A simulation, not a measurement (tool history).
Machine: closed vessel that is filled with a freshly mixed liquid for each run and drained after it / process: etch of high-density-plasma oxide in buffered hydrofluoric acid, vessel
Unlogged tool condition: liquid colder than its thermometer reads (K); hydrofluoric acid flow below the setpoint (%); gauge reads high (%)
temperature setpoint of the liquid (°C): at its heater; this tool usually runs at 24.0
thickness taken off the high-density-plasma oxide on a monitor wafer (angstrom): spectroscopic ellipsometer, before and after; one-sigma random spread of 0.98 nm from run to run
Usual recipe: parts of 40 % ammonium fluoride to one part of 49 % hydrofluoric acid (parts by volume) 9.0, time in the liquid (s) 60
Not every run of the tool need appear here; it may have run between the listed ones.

run	day	temperature setpoint of the liquid (°C)	parts of 40 % ammonium fluoride to one part of 49 % hydrofluoric acid (parts by volume)	time in the liquid (s)	wafers since the last listed run	hours since the thermometer was replaced	hours since the hydrofluoric acid flow meter was replaced	hours since the gauge calibration	read-back film thickness of the high-density-plasma oxide reference wafer, read on the same gauge (nm)	thickness taken off the high-density-plasma oxide on a monitor wafer (angstrom)
1	0.000	24.0	11.5	60	0	570.4	1147.9	298.6	129.99	1025.8
2	2.600	24.0	11.5	60	6549	632.8	1210.3	361.0	129.99	1025.1
3	4.758	24.0	9.0	60	5436	684.6	1262.1	412.8	129.99	1259.4
4	6.833	24.0	9.0	60	5226	734.4	1311.9	462.6	130.01	1255.8
5	8.867	24.0	9.0	60	5121	783.2	1360.7	511.4	130.02	1243.7
6	10.821	24.0	9.0	60	4922	830.1	1407.6	558.3	130.00	1249.5
7	12.696	24.0	9.0	60	4722	875.1	1452.6	603.3	129.97	1265.0
8	14.500	24.0	9.0	45	4544	918.4	1495.9	646.6	130.00	961.4
9	16.900	24.0	9.0	45	6045	976.0	1553.5	704.2	130.02	945.2
# day 17.008: gauge calibrated
# day 19.312: hydrofluoric acid flow meter replaced
10	19.362	24.0	7.0	75	6097	1035.1	1.2	56.5	130.00	2056.3
11	24.017	24.0	9.0	60	11723	1146.8	112.9	168.2	130.02	1276.8
12	25.083	28.0	7.0	60	2686	1172.4	138.5	193.8	129.99	2056.8
# day 29.692: thermometer replaced
13	32.221	24.0	9.0	60	17873	60.7	309.8	365.1	129.98	1284.4
14	34.983	27.5	6.0	60	6958	127.0	376.1	431.4	129.99	2312.6
15	37.538	22.0	9.0	30	6433	188.3	437.4	492.7	130.00	563.5
16	38.562	24.0	9.0	60	2581	212.9	462.0	517.3	129.99	1253.7
17	40.517	28.5	11.5	35	4922	259.8	508.9	564.2	130.00	772.7
18	42.725	26.5	12.5	85	5562	312.8	561.9	617.2	130.00	1550.1
19	45.862	24.0	12.0	95	7902	388.1	637.2	692.5	130.01	1573.5

4 options for the next run, each taken on its own from the tool as it stands now. Forecast them:
A	45.892	22.0	9.0	60	73	388.8	637.9	693.2	?	?
B	45.892	27.0	6.5	60	73	388.8	637.9	693.2	?	?
C	45.892	24.0	11.0	75	73	388.8	637.9	693.2	?	?
D	45.892	21.0	6.5	35	73	388.8	637.9	693.2	?	?

run	read-back film thickness of the high-density-plasma oxide reference wafer, read on the same gauge (nm)	thickness taken off the high-density-plasma oxide on a monitor wafer (angstrom)
A	130.06	1130.6
B	130.06	2076.0
C	130.06	1345.2
D	130.06	873.6
With the hidden condition removed and each run's random variation left untouched, the same runs would have given:
run	thickness taken off the high-density-plasma oxide on a monitor wafer (angstrom)
A	1130.6
B	2076.0
C	1345.2
D	873.6

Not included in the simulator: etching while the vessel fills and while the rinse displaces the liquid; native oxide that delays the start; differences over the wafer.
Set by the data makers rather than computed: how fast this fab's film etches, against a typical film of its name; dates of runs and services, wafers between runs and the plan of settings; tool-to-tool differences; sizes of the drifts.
